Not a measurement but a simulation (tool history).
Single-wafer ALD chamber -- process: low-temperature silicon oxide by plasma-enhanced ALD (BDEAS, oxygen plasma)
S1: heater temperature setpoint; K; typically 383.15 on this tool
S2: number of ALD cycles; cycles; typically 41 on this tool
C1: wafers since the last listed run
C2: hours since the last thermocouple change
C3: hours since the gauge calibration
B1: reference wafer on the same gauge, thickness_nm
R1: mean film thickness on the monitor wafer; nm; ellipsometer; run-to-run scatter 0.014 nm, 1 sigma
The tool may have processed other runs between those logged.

{"run": 1, "day": 0.0, "S1": 383.15, "S2": 41, "C1": 0, "C2": 1108.2, "C3": 166.4, "B1": 6.514, "R1": 5.446}
{"run": 2, "day": 0.533, "S1": 383.15, "S2": 36, "C1": 57, "C2": 1121.0, "C3": 179.2, "B1": 6.503, "R1": 4.782}
{"run": 3, "day": 1.992, "S1": 383.15, "S2": 36, "C1": 156, "C2": 1156.0, "C3": 214.2, "B1": 6.513, "R1": 4.816}
{"run": 4, "day": 3.154, "S1": 383.15, "S2": 36, "C1": 124, "C2": 1183.9, "C3": 242.1, "B1": 6.52, "R1": 4.788}
{"run": 5, "day": 4.492, "S1": 375.15, "S2": 41, "C1": 143, "C2": 1216.0, "C3": 274.2, "B1": 6.54, "R1": 5.548}
{"run": 6, "day": 5.717, "S1": 375.15, "S2": 41, "C1": 131, "C2": 1245.4, "C3": 303.6, "B1": 6.543, "R1": 5.581}
{"run": 7, "day": 6.321, "S1": 375.15, "S2": 41, "C1": 64, "C2": 1259.9, "C3": 318.1, "B1": 6.545, "R1": 5.568}
{"run": 8, "day": 9.65, "S1": 389.15, "S2": 41, "C1": 356, "C2": 1339.8, "C3": 398.0, "B1": 6.563, "R1": 5.433}
{"day": 10.492, "done": "gauge calibrated"}
{"run": 9, "day": 10.542, "S1": 389.15, "S2": 41, "C1": 95, "C2": 1361.2, "C3": 1.2, "B1": 6.463, "R1": 5.33}
{"day": 10.892, "done": "thermocouple changed; heater temperature recalibrated"}
{"run": 10, "day": 11.058, "S1": 383.15, "S2": 41, "C1": 19, "C2": 4.0, "C3": 13.6, "B1": 6.468, "R1": 5.415}
{"run": 11, "day": 11.804, "S1": 383.15, "S2": 41, "C1": 79, "C2": 21.9, "C3": 31.5, "B1": 6.469, "R1": 5.431}
{"run": 12, "day": 12.512, "S1": 394.15, "S2": 35, "C1": 75, "C2": 38.9, "C3": 48.5, "B1": 6.481, "R1": 4.531}
{"run": 13, "day": 13.308, "S1": 394.15, "S2": 35, "C1": 85, "C2": 58.0, "C3": 67.6, "B1": 6.484, "R1": 4.524}
{"run": 14, "day": 14.371, "S1": 398.15, "S2": 37, "C1": 113, "C2": 83.5, "C3": 93.1, "B1": 6.496, "R1": 4.766}
{"run": 15, "day": 15.596, "S1": 377.15, "S2": 37, "C1": 131, "C2": 112.9, "C3": 122.5, "B1": 6.488, "R1": 4.969}
{"run": 16, "day": 16.692, "S1": 395.15, "S2": 48, "C1": 117, "C2": 139.2, "C3": 148.8, "B1": 6.502, "R1": 6.223}
{"run": 17, "day": 17.312, "S1": 369.15, "S2": 34, "C1": 66, "C2": 154.1, "C3": 163.7, "B1": 6.507, "R1": 4.71}
{"run": 18, "day": 18.292, "S1": 377.15, "S2": 37, "C1": 104, "C2": 177.6, "C3": 187.2, "B1": 6.505, "R1": 4.987}
{"run": 19, "day": 19.033, "S1": 383.15, "S2": 35, "C1": 79, "C2": 195.4, "C3": 205.0, "B1": 6.517, "R1": 4.653}
{"run": 20, "day": 20.042, "S1": 383.15, "S2": 41, "C1": 108, "C2": 219.6, "C3": 229.2, "B1": 6.52, "R1": 5.459}
{"run": 21, "day": 20.833, "S1": 371.15, "S2": 44, "C1": 84, "C2": 238.6, "C3": 248.2, "B1": 6.523, "R1": 6.069}
{"run": 22, "day": 22.233, "S1": 369.15, "S2": 43, "C1": 150, "C2": 272.2, "C3": 281.8, "B1": 6.547, "R1": 5.975}

Forecast each of these 3 alternatives for the next run:
{"run": "A", "day": 22.254, "S1": 383.15, "S2": 41, "C1": 2, "C2": 272.7, "C3": 282.3, "B1": "?", "R1": "?"}
{"run": "B", "day": 22.254, "S1": 377.15, "S2": 41, "C1": 2, "C2": 272.7, "C3": 282.3, "B1": "?", "R1": "?"}
{"run": "C", "day": 22.254, "S1": 396.15, "S2": 36, "C1": 2, "C2": 272.7, "C3": 282.3, "B1": "?", "R1": "?"}

run=A B1=6.542 R1=5.466
run=B B1=6.542 R1=5.535
run=C B1=6.542 R1=4.669
Had the tool no hidden state, the same runs would have come out as:
run=A R1=5.402
run=B R1=5.470
run=C R1=4.614

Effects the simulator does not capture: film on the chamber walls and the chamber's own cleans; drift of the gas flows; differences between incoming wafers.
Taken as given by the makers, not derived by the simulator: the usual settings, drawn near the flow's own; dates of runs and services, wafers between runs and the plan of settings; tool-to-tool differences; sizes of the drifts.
